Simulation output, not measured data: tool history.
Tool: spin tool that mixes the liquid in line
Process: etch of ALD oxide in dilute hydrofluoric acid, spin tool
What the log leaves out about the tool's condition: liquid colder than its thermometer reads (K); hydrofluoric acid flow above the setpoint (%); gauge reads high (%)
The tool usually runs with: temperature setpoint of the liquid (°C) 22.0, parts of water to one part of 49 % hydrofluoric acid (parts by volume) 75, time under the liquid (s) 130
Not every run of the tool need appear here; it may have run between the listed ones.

| run | hour | temperature setpoint of the liquid (°C) | parts of water to one part of 49 % hydrofluoric acid (parts by volume) | time under the liquid (s) | wafers since the last listed run | hours since the thermometer was replaced | hours since the hydrofluoric acid flow meter was replaced | hours since the gauge calibration | read-back film thickness of the ALD oxide reference wafer, read on the same gauge (nm) | thickness taken off the ALD oxide on a monitor wafer (nm) |
|---|---|---|---|---|---|---|---|---|---|---|
| 1 | 0.0 | 22.0 | 45 | 165 | 0 | 2237.8 | 1197.2 | 830.8 | 52.01 | 65.78 |
| 2 | 43.3 | 22.0 | 45 | 165 | 532 | 2281.1 | 1240.5 | 874.1 | 52.04 | 65.26 |
| 3 | 135.4 | 22.0 | 75 | 80 | 1132 | 2373.2 | 1332.6 | 966.2 | 52.10 | 18.25 |
| 4 | 178.1 | 22.0 | 75 | 80 | 524 | 2415.9 | 1375.3 | 1008.9 | 52.08 | 18.36 |
| 5 | 241.0 | 22.0 | 75 | 130 | 773 | 2478.8 | 1438.2 | 1071.8 | 52.13 | 29.95 |
|  | 280.8 | gauge calibrated |
| 6 | 284.0 | 22.0 | 75 | 130 | 528 | 2521.8 | 1481.2 | 3.2 | 49.81 | 28.16 |
| 7 | 331.2 | 22.0 | 75 | 130 | 580 | 2569.0 | 1528.4 | 50.4 | 50.10 | 29.25 |
| 8 | 394.9 | 22.0 | 75 | 130 | 783 | 2632.7 | 1592.1 | 114.1 | 50.38 | 29.10 |
| 9 | 433.6 | 22.0 | 75 | 130 | 475 | 2671.4 | 1630.8 | 152.8 | 50.57 | 28.88 |
| 10 | 503.1 | 22.0 | 75 | 130 | 854 | 2740.9 | 1700.3 | 222.3 | 50.80 | 28.98 |
| 11 | 601.1 | 22.0 | 75 | 130 | 1204 | 2838.9 | 1798.3 | 320.3 | 51.09 | 29.37 |
| 12 | 681.5 | 22.0 | 75 | 130 | 988 | 2919.3 | 1878.7 | 400.7 | 51.25 | 29.12 |
| 13 | 775.1 | 24.0 | 55 | 105 | 1150 | 3012.9 | 1972.3 | 494.3 | 51.41 | 35.35 |
| 14 | 820.5 | 22.0 | 110 | 80 | 558 | 3058.3 | 2017.7 | 539.7 | 51.50 | 11.85 |
|  | 850.7 | thermometer replaced |
| 15 | 914.1 | 22.0 | 75 | 130 | 1138 | 63.4 | 2111.3 | 633.3 | 51.57 | 29.84 |
| 16 | 966.5 | 22.0 | 75 | 130 | 644 | 115.8 | 2163.7 | 685.7 | 51.61 | 29.40 |
| 17 | 1022.8 | 22.0 | 105 | 130 | 692 | 172.1 | 2220.0 | 742.0 | 51.68 | 20.50 |
|  | 1052.3 | hydrofluoric acid flow meter replaced |
| 18 | 1087.3 | 26.5 | 50 | 105 | 780 | 236.6 | 35.0 | 806.5 | 51.72 | 43.82 |
| 19 | 1168.1 | 22.0 | 110 | 80 | 993 | 317.4 | 115.8 | 887.3 | 51.76 | 11.86 |
| 20 | 1216.6 | 24.5 | 75 | 130 | 596 | 365.9 | 164.3 | 935.8 | 51.81 | 32.55 |
|  | 1226.7 | gauge calibrated |
| 21 | 1308.6 | 22.0 | 90 | 130 | 1131 | 457.9 | 256.3 | 81.9 | 50.34 | 23.39 |
| 22 | 1405.0 | 22.0 | 75 | 130 | 1185 | 554.3 | 352.7 | 178.3 | 50.74 | 28.79 |
| 23 | 1501.1 | 24.0 | 75 | 130 | 1181 | 650.4 | 448.8 | 274.4 | 51.04 | 31.26 |
| 24 | 1603.0 | 20.5 | 115 | 100 | 1252 | 752.3 | 550.7 | 376.3 | 51.27 | 13.00 |

Below are 4 alternative next runs, each starting from the tool's condition after run 24. Predict each:
| A | 1603.5 | 22.0 | 75 | 130 | 6 | 752.8 | 551.2 | 376.8 | ? | ? |
| B | 1603.5 | 22.0 | 40 | 205 | 6 | 752.8 | 551.2 | 376.8 | ? | ? |
| C | 1603.5 | 22.0 | 65 | 130 | 6 | 752.8 | 551.2 | 376.8 | ? | ? |
| D | 1603.5 | 24.0 | 100 | 175 | 6 | 752.8 | 551.2 | 376.8 | ? | ? |

| run | read-back film thickness of the ALD oxide reference wafer, read on the same gauge (nm) | thickness taken off the ALD oxide on a monitor wafer (nm) |
|---|---|---|
| A | 51.31 | 29.69 |
| B | 51.31 | 91.71 |
| C | 51.31 | 34.68 |
| D | 51.31 | 31.52 |
Without the tool's unlogged condition, the same runs would have read:
| run | thickness taken off the ALD oxide on a monitor wafer (nm) |
|---|---|
| A | 28.93 |
| B | 89.35 |
| C | 33.79 |
| D | 30.71 |
